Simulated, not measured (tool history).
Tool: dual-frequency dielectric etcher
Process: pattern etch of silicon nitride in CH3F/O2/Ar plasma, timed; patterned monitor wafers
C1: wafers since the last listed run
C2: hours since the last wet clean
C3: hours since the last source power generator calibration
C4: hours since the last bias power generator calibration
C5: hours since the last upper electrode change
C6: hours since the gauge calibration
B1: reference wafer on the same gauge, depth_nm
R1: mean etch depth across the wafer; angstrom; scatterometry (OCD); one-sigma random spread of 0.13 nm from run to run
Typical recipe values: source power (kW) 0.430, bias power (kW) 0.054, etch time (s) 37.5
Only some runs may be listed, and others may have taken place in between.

run 1 hour=0.0 | source_power_(kW)=0.390 bias_power_(kW)=0.054 etch_time_(s)=37.5 | C1=0 C2=289.5 C3=3028.6 C4=0.5 C5=4884.9 C6=2683.2 | B1=20.81 | R1=221.7
run 2 hour=53.7 | source_power_(kW)=0.390 bias_power_(kW)=0.054 etch_time_(s)=37.5 | C1=544 C2=343.2 C3=3082.3 C4=54.2 C5=4938.6 C6=2736.9 | B1=20.80 | R1=221.3
run 3 hour=126.2 | source_power_(kW)=0.390 bias_power_(kW)=0.054 etch_time_(s)=37.5 | C1=735 C2=415.7 C3=3154.8 C4=126.7 C5=5011.1 C6=2809.4 | B1=20.79 | R1=224.1
-- hour=268.2 upper electrode replaced
run 4 hour=284.0 | source_power_(kW)=0.430 bias_power_(kW)=0.054 etch_time_(s)=37.5 | C1=1357 C2=573.5 C3=3312.6 C4=284.5 C5=15.8 C6=2967.2 | B1=20.81 | R1=234.1
run 5 hour=344.8 | source_power_(kW)=0.430 bias_power_(kW)=0.054 etch_time_(s)=37.5 | C1=616 C2=634.3 C3=3373.4 C4=345.3 C5=76.6 C6=3028.0 | B1=20.78 | R1=233.8
run 6 hour=398.0 | source_power_(kW)=0.430 bias_power_(kW)=0.054 etch_time_(s)=37.5 | C1=539 C2=687.5 C3=3426.6 C4=398.5 C5=129.8 C6=3081.2 | B1=20.83 | R1=232.7
-- hour=429.0 wet clean of the chamber
run 7 hour=445.5 | source_power_(kW)=0.400 bias_power_(kW)=0.054 etch_time_(s)=43.0 | C1=238 C2=16.5 C3=3474.1 C4=446.0 C5=177.3 C6=3128.7 | B1=20.78 | R1=258.7
run 8 hour=489.9 | source_power_(kW)=0.430 bias_power_(kW)=0.060 etch_time_(s)=37.5 | C1=450 C2=60.9 C3=3518.5 C4=490.4 C5=221.7 C6=3173.1 | B1=20.83 | R1=245.1
-- hour=511.9 gauge calibrated
run 9 hour=575.8 | source_power_(kW)=0.480 bias_power_(kW)=0.041 etch_time_(s)=29.0 | C1=871 C2=146.8 C3=3604.4 C4=576.3 C5=307.6 C6=63.9 | B1=20.75 | R1=169.9
run 10 hour=742.6 | source_power_(kW)=0.480 bias_power_(kW)=0.054 etch_time_(s)=37.5 | C1=1691 C2=313.6 C3=3771.2 C4=743.1 C5=474.4 C6=230.7 | B1=20.81 | R1=246.7
run 11 hour=780.6 | source_power_(kW)=0.430 bias_power_(kW)=0.054 etch_time_(s)=33.0 | C1=385 C2=351.6 C3=3809.2 C4=781.1 C5=512.4 C6=268.7 | B1=20.81 | R1=205.3
run 12 hour=820.4 | source_power_(kW)=0.360 bias_power_(kW)=0.054 etch_time_(s)=37.5 | C1=403 C2=391.4 C3=3849.0 C4=820.9 C5=552.2 C6=308.5 | B1=20.82 | R1=210.8
run 13 hour=1030.6 | source_power_(kW)=0.430 bias_power_(kW)=0.054 etch_time_(s)=37.5 | C1=2132 C2=601.6 C3=4059.2 C4=1031.1 C5=762.4 C6=518.7 | B1=20.79 | R1=232.9
run 14 hour=1087.2 | source_power_(kW)=0.430 bias_power_(kW)=0.054 etch_time_(s)=37.5 | C1=574 C2=658.2 C3=4115.8 C4=1087.7 C5=819.0 C6=575.3 | B1=20.80 | R1=233.0
-- hour=1193.6 wet clean of the chamber
run 15 hour=1194.1 | source_power_(kW)=0.430 bias_power_(kW)=0.054 etch_time_(s)=31.5 | C1=840 C2=0.5 C3=4222.7 C4=1194.6 C5=925.9 C6=682.2 | B1=20.81 | R1=197.1
run 16 hour=1237.2 | source_power_(kW)=0.430 bias_power_(kW)=0.054 etch_time_(s)=37.5 | C1=437 C2=43.6 C3=4265.8 C4=1237.7 C5=969.0 C6=725.3 | B1=20.79 | R1=233.5
run 17 hour=1288.7 | source_power_(kW)=0.430 bias_power_(kW)=0.060 etch_time_(s)=37.5 | C1=522 C2=95.1 C3=4317.3 C4=1289.2 C5=1020.5 C6=776.8 | B1=20.76 | R1=243.9
run 18 hour=1363.1 | source_power_(kW)=0.430 bias_power_(kW)=0.063 etch_time_(s)=27.5 | C1=754 C2=169.5 C3=4391.7 C4=1363.6 C5=1094.9 C6=851.2 | B1=20.80 | R1=181.8
run 19 hour=1422.6 | source_power_(kW)=0.430 bias_power_(kW)=0.054 etch_time_(s)=37.5 | C1=603 C2=229.0 C3=4451.2 C4=1423.1 C5=1154.4 C6=910.7 | B1=20.80 | R1=231.7
-- hour=1430.8 source power generator calibrated
run 20 hour=1523.5 | source_power_(kW)=0.430 bias_power_(kW)=0.054 etch_time_(s)=27.0 | C1=982 C2=329.9 C3=92.7 C4=1524.0 C5=1255.3 C6=1011.6 | B1=20.80 | R1=169.5
-- hour=1576.8 bias power generator calibrated
run 21 hour=1601.8 | source_power_(kW)=0.350 bias_power_(kW)=0.054 etch_time_(s)=48.0 | C1=753 C2=408.2 C3=171.0 C4=25.0 C5=1333.6 C6=1089.9 | B1=20.80 | R1=267.7
run 22 hour=1686.5 | source_power_(kW)=0.430 bias_power_(kW)=0.054 etch_time_(s)=37.5 | C1=859 C2=492.9 C3=255.7 C4=109.7 C5=1418.3 C6=1174.6 | B1=20.82 | R1=231.3
run 23 hour=1729.3 | source_power_(kW)=0.360 bias_power_(kW)=0.054 etch_time_(s)=37.5 | C1=434 C2=535.7 C3=298.5 C4=152.5 C5=1461.1 C6=1217.4 | B1=20.77 | R1=212.9
-- hour=1817.2 wet clean of the chamber
run 24 hour=1828.4 | source_power_(kW)=0.480 bias_power_(kW)=0.061 etch_time_(s)=27.0 | C1=761 C2=11.2 C3=397.6 C4=251.6 C5=1560.2 C6=1316.5 | B1=20.80 | R1=186.8
run 25 hour=1913.1 | source_power_(kW)=0.480 bias_power_(kW)=0.041 etch_time_(s)=29.0 | C1=859 C2=95.9 C3=482.3 C4=336.3 C5=1644.9 C6=1401.2 | B1=20.79 | R1=168.9
run 26 hour=2002.4 | source_power_(kW)=0.390 bias_power_(kW)=0.045 etch_time_(s)=27.0 | C1=905 C2=185.2 C3=571.6 C4=425.6 C5=1734.2 C6=1490.5 | B1=20.78 | R1=148.5
run 27 hour=2150.5 | source_power_(kW)=0.350 bias_power_(kW)=0.054 etch_time_(s)=31.0 | C1=1502 C2=333.3 C3=719.7 C4=573.7 C5=1882.3 C6=1638.6 | B1=20.80 | R1=173.9
run 28 hour=2220.5 | source_power_(kW)=0.430 bias_power_(kW)=0.054 etch_time_(s)=37.5 | C1=709 C2=403.3 C3=789.7 C4=643.7 C5=1952.3 C6=1708.6 | B1=20.81 | R1=231.8

Expected results for the next run?
run 29 hour=2305.1 | source_power_(kW)=0.430 bias_power_(kW)=0.044 etch_time_(s)=28.5 | C1=858 C2=487.9 C3=874.3 C4=728.3 C5=2036.9 C6=1793.2 | B1=? | R1=?

B1: 20.80
R1: 162.7 angstrom
Were there no unlogged condition in the tool, this run, its random variation unchanged, would have produced R1 162.7 angstrom.
